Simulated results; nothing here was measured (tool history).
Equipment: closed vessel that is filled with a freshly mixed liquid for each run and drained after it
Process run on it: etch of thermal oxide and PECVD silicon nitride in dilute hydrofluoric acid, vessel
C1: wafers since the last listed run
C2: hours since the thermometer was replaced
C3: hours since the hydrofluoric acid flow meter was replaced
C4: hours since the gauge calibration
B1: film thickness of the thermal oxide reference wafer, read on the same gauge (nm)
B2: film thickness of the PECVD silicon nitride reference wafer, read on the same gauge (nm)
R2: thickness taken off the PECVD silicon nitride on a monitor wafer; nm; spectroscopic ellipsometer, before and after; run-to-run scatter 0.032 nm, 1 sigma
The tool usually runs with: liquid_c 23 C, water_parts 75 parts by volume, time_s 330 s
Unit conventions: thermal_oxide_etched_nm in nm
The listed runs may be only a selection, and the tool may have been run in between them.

{"run": 1, "hour": 0.0, "liquid_c": 23, "water_parts": 75, "time_s": 195, "C1": 0, "C2": 1728.2, "C3": 1333.7, "C4": 6.9, "B1": 79.98, "B2": 109.99, "thermal_oxide_etched_nm": 10, "R2": 5.43}
{"run": 2, "hour": 12.6, "liquid_c": 23, "water_parts": 75, "time_s": 195, "C1": 1100, "C2": 1740.8, "C3": 1346.3, "C4": 19.5, "B1": 80.02, "B2": 110.02, "thermal_oxide_etched_nm": 10, "R2": 5.45}
{"run": 3, "hour": 25.5, "liquid_c": 23, "water_parts": 75, "time_s": 330, "C1": 1126, "C2": 1753.7, "C3": 1359.2, "C4": 32.4, "B1": 79.99, "B2": 110.03, "thermal_oxide_etched_nm": 16.89, "R2": 9.18}
{"run": 4, "hour": 33.0, "liquid_c": 23, "water_parts": 75, "time_s": 330, "C1": 654, "C2": 1761.2, "C3": 1366.7, "C4": 39.9, "B1": 80.02, "B2": 109.99, "thermal_oxide_etched_nm": 16.89, "R2": 9.17}
{"run": 5, "hour": 41.9, "liquid_c": 23, "water_parts": 75, "time_s": 330, "C1": 777, "C2": 1770.1, "C3": 1375.6, "C4": 48.8, "B1": 80.02, "B2": 110.01, "thermal_oxide_etched_nm": 16.79, "R2": 9.16}
{"run": 6, "hour": 54.8, "liquid_c": 23, "water_parts": 75, "time_s": 330, "C1": 1126, "C2": 1783, "C3": 1388.5, "C4": 61.7, "B1": 79.99, "B2": 110, "thermal_oxide_etched_nm": 16.91, "R2": 9.2}
{"run": 7, "hour": 63.8, "liquid_c": 23, "water_parts": 75, "time_s": 330, "C1": 785, "C2": 1792, "C3": 1397.5, "C4": 70.7, "B1": 79.98, "B2": 110.03, "thermal_oxide_etched_nm": 16.88, "R2": 9.16}
{"run": 8, "hour": 79.7, "liquid_c": 20, "water_parts": 45, "time_s": 215, "C1": 1388, "C2": 1807.9, "C3": 1413.4, "C4": 86.6, "B1": 79.99, "B2": 110, "thermal_oxide_etched_nm": 16.92, "R2": 8.03}
{"hour": 86.0, "done": "hydrofluoric acid flow meter replaced"}
{"run": 9, "hour": 89.2, "liquid_c": 18.5, "water_parts": 100, "time_s": 240, "C1": 742, "C2": 1817.4, "C3": 3.2, "C4": 96.1, "B1": 80.01, "B2": 110.05, "thermal_oxide_etched_nm": 6.78, "R2": 3.43}
{"hour": 92.3, "done": "gauge calibrated"}
{"run": 10, "hour": 101.6, "liquid_c": 23, "water_parts": 55, "time_s": 330, "C1": 1082, "C2": 1829.8, "C3": 15.6, "C4": 9.3, "B1": 80.03, "B2": 110, "thermal_oxide_etched_nm": 21.75, "R2": 11.52}
{"run": 11, "hour": 114.4, "liquid_c": 18.5, "water_parts": 95, "time_s": 390, "C1": 1117, "C2": 1842.6, "C3": 28.4, "C4": 22.1, "B1": 80, "B2": 109.99, "thermal_oxide_etched_nm": 11.63, "R2": 5.84}
{"hour": 116.5, "done": "hydrofluoric acid flow meter replaced, repeated, since the last time left the tool worse"}
{"hour": 119.3, "done": "thermometer replaced"}
{"run": 12, "hour": 125.5, "liquid_c": 24.5, "water_parts": 75, "time_s": 455, "C1": 794, "C2": 6.2, "C3": 9, "C4": 33.2, "B1": 80, "B2": 109.99, "thermal_oxide_etched_nm": 27.12, "R2": 15.32}
{"run": 13, "hour": 134.2, "liquid_c": 23, "water_parts": 75, "time_s": 330, "C1": 759, "C2": 14.9, "C3": 17.7, "C4": 41.9, "B1": 80, "B2": 110, "thermal_oxide_etched_nm": 18.51, "R2": 10.02}
{"run": 14, "hour": 145.9, "liquid_c": 24.5, "water_parts": 75, "time_s": 330, "C1": 1021, "C2": 26.6, "C3": 29.4, "C4": 53.6, "B1": 80.01, "B2": 110, "thermal_oxide_etched_nm": 19.65, "R2": 11.08}
{"run": 15, "hour": 157.1, "liquid_c": 19.5, "water_parts": 95, "time_s": 330, "C1": 977, "C2": 37.8, "C3": 40.6, "C4": 64.8, "B1": 80.02, "B2": 110, "thermal_oxide_etched_nm": 12.38, "R2": 6.23}

Here are 5 independent what-if runs from the current tool condition. What would each one return?
{"run": "A", "hour": 157.8, "liquid_c": 23, "water_parts": 75, "time_s": 330, "C1": 61, "C2": 38.5, "C3": 41.3, "C4": 65.5, "B1": "?", "B2": "?", "thermal_oxide_etched_nm": "?", "R2": "?"}
{"run": "B", "hour": 157.8, "liquid_c": 26.5, "water_parts": 75, "time_s": 330, "C1": 61, "C2": 38.5, "C3": 41.3, "C4": 65.5, "B1": "?", "B2": "?", "thermal_oxide_etched_nm": "?", "R2": "?"}
{"run": "C", "hour": 157.8, "liquid_c": 26.5, "water_parts": 35, "time_s": 330, "C1": 61, "C2": 38.5, "C3": 41.3, "C4": 65.5, "B1": "?", "B2": "?", "thermal_oxide_etched_nm": "?", "R2": "?"}
{"run": "D", "hour": 157.8, "liquid_c": 21.5, "water_parts": 100, "time_s": 230, "C1": 61, "C2": 38.5, "C3": 41.3, "C4": 65.5, "B1": "?", "B2": "?", "thermal_oxide_etched_nm": "?", "R2": "?"}
{"run": "E", "hour": 157.8, "liquid_c": 21, "water_parts": 75, "time_s": 330, "C1": 61, "C2": 38.5, "C3": 41.3, "C4": 65.5, "B1": "?", "B2": "?", "thermal_oxide_etched_nm": "?", "R2": "?"}

run=A B1=80 B2=109.98 thermal_oxide_etched_nm=18.57 R2=10.02
run=B B1=80 B2=109.98 thermal_oxide_etched_nm=21.37 R2=12.63
run=C B1=80 B2=109.98 thermal_oxide_etched_nm=48.43 R2=26.72
run=D B1=80 B2=109.98 thermal_oxide_etched_nm=8.86 R2=4.76
run=E B1=80 B2=109.98 thermal_oxide_etched_nm=17.11 R2=8.75
With no hidden state in the tool, these same runs would have given:
run=A thermal_oxide_etched_nm=18.63 R2=10.04
run=B thermal_oxide_etched_nm=21.44 R2=12.67
run=C thermal_oxide_etched_nm=48.58 R2=26.79
run=D thermal_oxide_etched_nm=8.89 R2=4.77
run=E thermal_oxide_etched_nm=17.16 R2=8.77
